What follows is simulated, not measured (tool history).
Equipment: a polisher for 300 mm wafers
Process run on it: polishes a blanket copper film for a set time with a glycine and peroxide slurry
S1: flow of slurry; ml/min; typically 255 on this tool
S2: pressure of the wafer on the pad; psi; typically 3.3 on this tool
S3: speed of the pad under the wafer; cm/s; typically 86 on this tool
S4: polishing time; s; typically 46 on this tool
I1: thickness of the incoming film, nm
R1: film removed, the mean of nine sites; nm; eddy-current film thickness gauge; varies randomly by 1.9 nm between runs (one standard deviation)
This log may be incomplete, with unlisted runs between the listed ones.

{"run": 1, "hour": 0.0, "S1": 255, "S2": 3.3, "S3": 86, "S4": 41, "I1": 1389.9, "R1": 184.6}
{"run": 2, "hour": 17.3, "S1": 255, "S2": 3.3, "S3": 86, "S4": 41, "I1": 1373.5, "R1": 181.6}
{"run": 3, "hour": 27.3, "S1": 255, "S2": 3.3, "S3": 86, "S4": 46, "I1": 1375.1, "R1": 205.3}
{"run": 4, "hour": 41.3, "S1": 255, "S2": 3.3, "S3": 86, "S4": 46, "I1": 1379.3, "R1": 203.4}
{"run": 5, "hour": 56.3, "S1": 255, "S2": 3.3, "S3": 86, "S4": 46, "I1": 1354.4, "R1": 202.4}
{"hour": 63.4, "done": "worn pad replaced by a new one"}
{"run": 6, "hour": 71.3, "S1": 255, "S2": 3.3, "S3": 86, "S4": 46, "I1": 1371.8, "R1": 189.3}
{"hour": 77.1, "done": "slurry nozzle cleaned"}
{"run": 7, "hour": 93.6, "S1": 255, "S2": 3.3, "S3": 106, "S4": 38, "I1": 1368.6, "R1": 181.2}
{"run": 8, "hour": 101.8, "S1": 255, "S2": 3.3, "S3": 106, "S4": 38, "I1": 1384.8, "R1": 177.9}
{"hour": 109.4, "done": "worn pad replaced by a new one, repeated, since the last time left the tool worse"}
{"run": 9, "hour": 110.7, "S1": 255, "S2": 3.3, "S3": 106, "S4": 38, "I1": 1366.6, "R1": 212.8}
{"run": 10, "hour": 120.7, "S1": 255, "S2": 3.3, "S3": 100, "S4": 46, "I1": 1368.1, "R1": 242.7}
{"run": 11, "hour": 135.3, "S1": 290, "S2": 4, "S3": 102, "S4": 53, "I1": 1383.8, "R1": 336.3}
{"run": 12, "hour": 142.7, "S1": 280, "S2": 3.3, "S3": 94, "S4": 46, "I1": 1376.9, "R1": 235.1}
{"run": 13, "hour": 153.5, "S1": 200, "S2": 2.3, "S3": 60, "S4": 35, "I1": 1380.9, "R1": 89}
{"run": 14, "hour": 161.7, "S1": 255, "S2": 3.3, "S3": 106, "S4": 38, "I1": 1339.4, "R1": 207}
{"hour": 166.8, "done": "head pressure recalibrated"}
{"run": 15, "hour": 179.1, "S1": 255, "S2": 3.3, "S3": 86, "S4": 41, "I1": 1356, "R1": 185.1}
{"run": 16, "hour": 195.9, "S1": 230, "S2": 3.3, "S3": 86, "S4": 46, "I1": 1360.1, "R1": 200.7}
{"run": 17, "hour": 210.1, "S1": 340, "S2": 3, "S3": 76, "S4": 46, "I1": 1371.5, "R1": 174.4}
{"hour": 227.2, "done": "worn pad replaced by a new one"}
{"run": 18, "hour": 227.7, "S1": 255, "S2": 3.3, "S3": 86, "S4": 46, "I1": 1378, "R1": 215.2}
{"run": 19, "hour": 237.9, "S1": 255, "S2": 4.4, "S3": 86, "S4": 46, "I1": 1379, "R1": 273.9}
{"run": 20, "hour": 245.5, "S1": 255, "S2": 3.3, "S3": 98, "S4": 46, "I1": 1371.3, "R1": 238.7}

For some of the steps in R1 from one run to the next: how much would appear even if the tool had no hidden state, given the settings, what came in and random variation, and how much remains for the hidden state plus any gauge scatter that the measured result and the result without hidden state don't share?
Unlogged tool condition in this case: removal rate lost through wear of the pad, %; slurry flow missing at the pad, %; deviation of the head's pressure from its setpoint, %.
Run 5 -> 6: worn pad replaced by a new one. R1 -13.1 nm: hidden state -14.3, all else +1.2.
Run 8 -> 9: worn pad replaced by a new one, repeated, since the last time left the tool worse. R1 +34.9 nm: hidden state +30.5, all else +4.4.
Run 12 -> 13: S1 280 -> 200, S2 3.3 -> 2.3, S3 94 -> 60, S4 46 -> 35. R1 -146.1 nm: hidden state +3.1, all else -149.2.
Run 13 -> 14: S1 200 -> 255, S2 2.3 -> 3.3, S3 60 -> 106, S4 35 -> 38. R1 +118 nm: hidden state -4.9, all else +122.9.
